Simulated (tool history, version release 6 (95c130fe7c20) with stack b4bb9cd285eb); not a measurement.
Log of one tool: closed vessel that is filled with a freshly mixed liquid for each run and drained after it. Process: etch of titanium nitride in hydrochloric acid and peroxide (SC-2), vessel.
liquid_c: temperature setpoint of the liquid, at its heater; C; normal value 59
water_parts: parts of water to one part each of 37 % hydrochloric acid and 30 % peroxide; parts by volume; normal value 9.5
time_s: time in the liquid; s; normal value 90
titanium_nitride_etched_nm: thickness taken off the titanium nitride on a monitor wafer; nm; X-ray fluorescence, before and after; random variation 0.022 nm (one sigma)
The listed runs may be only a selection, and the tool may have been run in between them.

| run | hour | liquid_c | water_parts | time_s | read-back film thickness of the titanium nitride reference wafer, read on the same gauge (nm) | titanium_nitride_etched_nm |
|---|---|---|---|---|---|---|
| 1 | 0 | 59 | 9.5 | 90 | 79.981 | 4.429 |
|  | 28 | chemicals flow meter replaced |
| 2 | 90.5 | 59 | 9.5 | 90 | 79.997 | 4.426 |
| 3 | 143.3 | 59 | 9.5 | 90 | 79.993 | 4.431 |
| 4 | 210.5 | 59 | 9.5 | 50 | 80.001 | 2.459 |
|  | 257 | new drum of peroxide connected |
| 5 | 271.2 | 59 | 9.5 | 90 | 79.973 | 4.415 |
| 6 | 533.7 | 59 | 9.5 | 90 | 80.006 | 4.405 |
| 7 | 636 | 59 | 9.5 | 90 | 80.007 | 4.333 |
|  | 658.6 | new drum of peroxide connected |
| 8 | 742.8 | 59 | 9.5 | 90 | 80.009 | 4.363 |
| 9 | 795.3 | 59 | 9.5 | 60 | 80.027 | 2.896 |
| 10 | 961.3 | 59 | 9.5 | 60 | 79.998 | 2.895 |
| 11 | 1012.5 | 55.5 | 9.5 | 90 | 79.996 | 3.491 |
| 12 | 1084.3 | 59 | 9.5 | 120 | 80.001 | 5.777 |
|  | 1099.8 | thermometer replaced |
| 13 | 1122 | 59 | 9.5 | 120 | 79.955 | 6.051 |
|  | 1126.8 | new drum of peroxide connected |
| 14 | 1224.9 | 59 | 9.5 | 90 | 80.006 | 4.498 |
| 15 | 1295.8 | 64 | 14 | 90 | 80.035 | 4.437 |
| 16 | 1374.2 | 59 | 9.5 | 90 | 79.984 | 4.51 |
|  | 1377.4 | gauge calibrated |
| 17 | 1482.2 | 62.5 | 9.5 | 90 | 80.037 | 5.636 |
|  | 1548.1 | new drum of peroxide connected |
| 18 | 1563 | 59 | 9.5 | 90 | 80.009 | 4.463 |
| 19 | 1782.7 | 66.5 | 9.5 | 105 | 80.008 | 8.303 |
|  | 1799.6 | chemicals flow meter replaced |
| 20 | 1846.1 | 55 | 4.5 | 115 | 80.006 | 7.779 |
| 21 | 1907.1 | 67.5 | 7 | 110 | 79.986 | 11.776 |
| 22 | 1979.7 | 66.5 | 4.5 | 90 | 79.998 | 12.54 |
|  | 2063.2 | new drum of peroxide connected |
| 23 | 2087.5 | 59 | 9.5 | 40 | 80.008 | 1.956 |
| 24 | 2167.3 | 59 | 12 | 90 | 79.975 | 3.647 |
| 25 | 2233.4 | 59 | 9.5 | 90 | 80.037 | 4.47 |
| 26 | 2286.8 | 64 | 13 | 90 | 79.995 | 4.653 |

List, for all runs, the conditions of the tool that the log does not record:
chemicals flow below the setpoint (%): 0 on each run
peroxide weaker than its label (%): 0 on each run
gauge reads high (%): 0 on each run
H1: liquid colder than its thermometer reads (K)
| run | H1 |
|---|---|
| 1 | 0.355 |
| 2 | 0.385 |
| 3 | 0.402 |
| 4 | 0.424 |
| 5 | 0.444 |
| 6 | 0.53 |
| 7 | 0.563 |
| 8 | 0.598 |
| 9 | 0.615 |
| 10 | 0.669 |
| 11 | 0.686 |
| 12 | 0.71 |
| 13 | 0.0398 |
| 14 | 0.0734 |
| 15 | 0.0966 |
| 16 | 0.122 |
| 17 | 0.158 |
| 18 | 0.184 |
| 19 | 0.256 |
| 20 | 0.277 |
| 21 | 0.296 |
| 22 | 0.32 |
| 23 | 0.355 |
| 24 | 0.382 |
| 25 | 0.403 |
| 26 | 0.421 |
